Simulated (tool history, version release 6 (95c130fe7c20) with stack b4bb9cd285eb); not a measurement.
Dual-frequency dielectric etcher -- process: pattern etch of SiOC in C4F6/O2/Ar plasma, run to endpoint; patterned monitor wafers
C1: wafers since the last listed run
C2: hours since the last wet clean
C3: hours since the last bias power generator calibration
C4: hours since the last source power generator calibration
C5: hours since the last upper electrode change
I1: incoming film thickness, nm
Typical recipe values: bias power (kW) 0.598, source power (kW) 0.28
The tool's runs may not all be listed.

run 1 day=0 | bias_power_(kW)=0.598 source_power_(kW)=0.28 | C1=0 C2=408.7 C3=2274.4 C4=2753.7 C5=3490.3 | I1=35.75 | endpoint_time_(s)=13.4
-- day=2.108 wet clean of the chamber
run 2 day=3.062 | bias_power_(kW)=0.598 source_power_(kW)=0.28 | C1=1077 C2=22.9 C3=2347.9 C4=2827.2 C5=3563.8 | I1=35.51 | endpoint_time_(s)=12.9
run 3 day=6.067 | bias_power_(kW)=0.598 source_power_(kW)=0.28 | C1=1569 C2=95 C3=2420 C4=2899.3 C5=3635.9 | I1=35.5 | endpoint_time_(s)=13
run 4 day=8.004 | bias_power_(kW)=0.598 source_power_(kW)=0.28 | C1=1012 C2=141.5 C3=2466.5 C4=2945.8 C5=3682.4 | I1=35.4 | endpoint_time_(s)=13.2
run 5 day=10.342 | bias_power_(kW)=0.598 source_power_(kW)=0.28 | C1=1221 C2=197.6 C3=2522.6 C4=3001.9 C5=3738.5 | I1=35.5 | endpoint_time_(s)=13.1
run 6 day=12.525 | bias_power_(kW)=0.598 source_power_(kW)=0.28 | C1=1140 C2=250 C3=2575 C4=3054.3 C5=3790.9 | I1=36.07 | endpoint_time_(s)=13.5
run 7 day=16.029 | bias_power_(kW)=0.598 source_power_(kW)=0.28 | C1=1831 C2=334.1 C3=2659.1 C4=3138.4 C5=3875 | I1=35.67 | endpoint_time_(s)=13.3
run 8 day=19.629 | bias_power_(kW)=0.598 source_power_(kW)=0.28 | C1=1881 C2=420.5 C3=2745.5 C4=3224.8 C5=3961.4 | I1=35.67 | endpoint_time_(s)=13.4
-- day=21.262 wet clean of the chamber
run 9 day=22.821 | bias_power_(kW)=0.598 source_power_(kW)=0.28 | C1=1145 C2=37.4 C3=2822.1 C4=3301.4 C5=4038 | I1=35.96 | endpoint_time_(s)=12.9
-- day=24.292 bias power generator calibrated
run 10 day=24.896 | bias_power_(kW)=0.598 source_power_(kW)=0.28 | C1=997 C2=87.2 C3=14.5 C4=3351.2 C5=4087.8 | I1=35.49 | endpoint_time_(s)=12.9
-- day=35.217 source power generator calibrated
run 11 day=35.692 | bias_power_(kW)=0.598 source_power_(kW)=0.28 | C1=5554 C2=346.3 C3=273.6 C4=11.4 C5=4346.9 | I1=35.36 | endpoint_time_(s)=12.9
run 12 day=38.188 | bias_power_(kW)=0.598 source_power_(kW)=0.28 | C1=1304 C2=406.2 C3=333.5 C4=71.3 C5=4406.8 | I1=35.51 | endpoint_time_(s)=13.3
run 13 day=40.742 | bias_power_(kW)=0.598 source_power_(kW)=0.28 | C1=1334 C2=467.5 C3=394.8 C4=132.6 C5=4468.1 | I1=35.27 | endpoint_time_(s)=13.2
run 14 day=43.079 | bias_power_(kW)=0.541 source_power_(kW)=0.22 | C1=1221 C2=523.6 C3=450.9 C4=188.7 C5=4524.2 | I1=35.96 | endpoint_time_(s)=16.2
-- day=46.458 wet clean of the chamber
run 15 day=46.688 | bias_power_(kW)=0.742 source_power_(kW)=0.23 | C1=1363 C2=5.5 C3=537.5 C4=275.3 C5=4610.8 | I1=35.63 | endpoint_time_(s)=13.3
run 16 day=48.275 | bias_power_(kW)=0.522 source_power_(kW)=0.28 | C1=829 C2=43.6 C3=575.6 C4=313.4 C5=4648.9 | I1=35.35 | endpoint_time_(s)=13.2
run 17 day=51.904 | bias_power_(kW)=0.546 source_power_(kW)=0.25 | C1=1896 C2=130.7 C3=662.7 C4=400.5 C5=4736 | I1=35.39 | endpoint_time_(s)=14.1
run 18 day=54.246 | bias_power_(kW)=0.521 source_power_(kW)=0.21 | C1=1223 C2=186.9 C3=718.9 C4=456.7 C5=4792.2 | I1=35.44 | endpoint_time_(s)=15.9
-- day=55.796 upper electrode replaced, of another model than before
run 19 day=56.746 | bias_power_(kW)=0.518 source_power_(kW)=0.28 | C1=783 C2=246.9 C3=778.9 C4=516.7 C5=22.8 | I1=35.58 | endpoint_time_(s)=13.4
run 20 day=60.304 | bias_power_(kW)=0.691 source_power_(kW)=0.22 | C1=1859 C2=332.3 C3=864.3 C4=602.1 C5=108.2 | I1=35.9 | endpoint_time_(s)=13.8
run 21 day=63.154 | bias_power_(kW)=0.541 source_power_(kW)=0.25 | C1=1489 C2=400.7 C3=932.7 C4=670.5 C5=176.6 | I1=35.1 | endpoint_time_(s)=13.8
run 22 day=67.017 | bias_power_(kW)=0.598 source_power_(kW)=0.28 | C1=2018 C2=493.4 C3=1025.4 C4=763.2 C5=269.3 | I1=35.02 | endpoint_time_(s)=13.2
-- day=68.4 wet clean of the chamber
run 23 day=71.029 | bias_power_(kW)=0.731 source_power_(kW)=0.26 | C1=1574 C2=63.1 C3=1121.7 C4=859.5 C5=365.6 | I1=35.76 | endpoint_time_(s)=12.7
run 24 day=74.229 | bias_power_(kW)=0.598 source_power_(kW)=0.28 | C1=1672 C2=139.9 C3=1198.5 C4=936.3 C5=442.4 | I1=35.68 | endpoint_time_(s)=13.1
run 25 day=77.288 | bias_power_(kW)=0.598 source_power_(kW)=0.22 | C1=1598 C2=213.3 C3=1271.9 C4=1009.7 C5=515.8 | I1=35.59 | endpoint_time_(s)=14
run 26 day=79.312 | bias_power_(kW)=0.598 source_power_(kW)=0.28 | C1=1058 C2=261.9 C3=1320.5 C4=1058.3 C5=564.4 | I1=35.67 | endpoint_time_(s)=13

For each run, the measured value with the value that run would have given without the tool's hidden condition subtracted. The run-to-run variation is shared by both, the gauge scatter possibly not:
The hidden state here: etch rate over this chamber's usual, %; bias power that arrives over what is set, %; source power that arrives over what is set, %.
run=1 endpoint_time_(s)=+0.6
run=2 endpoint_time_(s)=+0.2
run=3 endpoint_time_(s)=+0.2
run=4 endpoint_time_(s)=+0.3
run=5 endpoint_time_(s)=+0.3
run=6 endpoint_time_(s)=+0.4
run=7 endpoint_time_(s)=+0.6
run=8 endpoint_time_(s)=+0.7
run=9 endpoint_time_(s)=+0
run=10 endpoint_time_(s)=+0.1
run=11 endpoint_time_(s)=+0.4
run=12 endpoint_time_(s)=+0.5
run=13 endpoint_time_(s)=+0.5
run=14 endpoint_time_(s)=+0.8
run=15 endpoint_time_(s)=+0
run=16 endpoint_time_(s)=+0
run=17 endpoint_time_(s)=+0.1
run=18 endpoint_time_(s)=+0.3
run=19 endpoint_time_(s)=+0.3
run=20 endpoint_time_(s)=+0.4
run=21 endpoint_time_(s)=+0.5
run=22 endpoint_time_(s)=+0.6
run=23 endpoint_time_(s)=+0.1
run=24 endpoint_time_(s)=+0.2
run=25 endpoint_time_(s)=+0.3
run=26 endpoint_time_(s)=+0.4

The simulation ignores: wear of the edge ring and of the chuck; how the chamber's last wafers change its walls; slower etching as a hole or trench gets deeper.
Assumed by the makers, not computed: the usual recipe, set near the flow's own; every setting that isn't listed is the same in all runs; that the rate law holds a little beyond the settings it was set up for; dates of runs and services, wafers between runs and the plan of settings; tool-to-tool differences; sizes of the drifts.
